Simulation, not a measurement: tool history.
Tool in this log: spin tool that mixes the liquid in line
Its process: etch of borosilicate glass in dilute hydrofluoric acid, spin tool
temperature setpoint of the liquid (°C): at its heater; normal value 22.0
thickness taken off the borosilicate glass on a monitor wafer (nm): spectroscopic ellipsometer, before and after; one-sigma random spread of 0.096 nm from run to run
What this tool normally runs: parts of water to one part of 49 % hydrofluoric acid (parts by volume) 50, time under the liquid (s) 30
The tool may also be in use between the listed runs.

run,hour,temperature setpoint of the liquid (°C),parts of water to one part of 49 % hydrofluoric acid (parts by volume),time under the liquid (s),wafers since the last listed run,hours since the thermometer was replaced,hours since the hydrofluoric acid flow meter was replaced,hours since the gauge calibration,"read-back film thickness of the borosilicate glass reference wafer, read on the same gauge (nm)",thickness taken off the borosilicate glass on a monitor wafer (nm)
1,0.0,22.0,50,45,0,1111.3,164.6,1083.1,99.98,41.75
# hour 40.3: thermometer replaced
2,42.5,22.0,50,45,767,2.2,207.1,1125.6,100.02,41.88
3,126.6,22.0,65,30,1555,86.3,291.2,1209.7,100.03,20.99
4,171.4,22.0,65,30,828,131.1,336.0,1254.5,99.99,20.93
5,220.2,22.0,65,30,902,179.9,384.8,1303.3,99.99,20.88
6,295.7,23.5,50,30,1396,255.4,460.3,1378.8,100.01,29.60
7,402.4,23.5,50,30,1973,362.1,567.0,1485.5,99.99,29.45
8,444.7,22.0,50,30,782,404.4,609.3,1527.8,100.02,27.60
9,530.1,22.0,50,30,1579,489.8,694.7,1613.2,99.98,27.54
10,570.9,22.0,50,30,754,530.6,735.5,1654.0,99.99,27.47
11,613.7,19.0,50,30,791,573.4,778.3,1696.8,100.01,24.17
12,693.9,19.0,50,30,1483,653.6,858.5,1777.0,99.99,24.36
13,795.1,19.0,50,30,1871,754.8,959.7,1878.2,100.00,24.14
14,871.3,22.0,50,30,1409,831.0,1035.9,1954.4,99.98,27.35
15,940.6,22.0,50,30,1281,900.3,1105.2,2023.7,100.00,27.40
16,985.4,22.0,50,45,828,945.1,1150.0,2068.5,100.00,40.93
17,1048.2,22.0,50,15,1161,1007.9,1212.8,2131.3,100.00,13.54
# hour 1053.2: thermometer replaced
18,1348.1,26.0,60,15,5529,294.9,1512.7,2431.2,100.00,13.00
19,1420.6,25.0,30,15,1341,367.4,1585.2,2503.7,100.00,26.17
# hour 1522.3: gauge calibrated
20,1710.3,22.0,60,50,5358,657.1,1874.9,188.0,100.00,36.79
21,1807.5,22.0,50,30,1798,754.3,1972.1,285.2,100.00,26.73
22,1902.6,22.0,50,30,1759,849.4,2067.2,380.3,99.99,26.68
23,1971.7,22.0,50,45,1278,918.5,2136.3,449.4,99.98,40.26
# hour 2018.3: hydrofluoric acid flow meter replaced
24,2043.1,22.0,60,30,1302,989.9,24.8,520.8,100.00,23.01
25,2130.4,26.0,50,40,1614,1077.2,112.1,608.1,100.00,44.10
26,2191.5,22.0,50,20,1130,1138.3,173.2,669.2,99.99,18.61
# hour 2216.1: thermometer replaced
27,2292.9,22.0,45,40,1857,76.8,274.6,770.6,100.00,41.57
28,2361.4,19.0,25,30,1267,145.3,343.1,839.1,99.99,50.50
29,2449.8,20.0,40,15,1635,233.7,431.5,927.5,100.00,16.12
30,2542.8,22.0,30,30,1720,326.7,524.5,1020.5,100.03,46.97

Exercise: give the hidden state of the tool at every run:
liquid colder than its thermometer reads (K): 0 across all the runs
gauge reads high (%): 0 across all the runs
H1: hydrofluoric acid flow below the setpoint (%)
run,H1
1,0.526
2,0.615
3,0.792
4,0.886
5,0.988
6,1.15
7,1.37
8,1.46
9,1.64
10,1.73
11,1.82
12,1.98
13,2.2
14,2.36
15,2.5
16,2.6
17,2.73
18,3.36
19,3.51
20,4.12
21,4.32
22,4.52
23,4.67
24,0.169
25,0.353
26,0.481
27,0.694
28,0.838
29,1.02
30,1.22
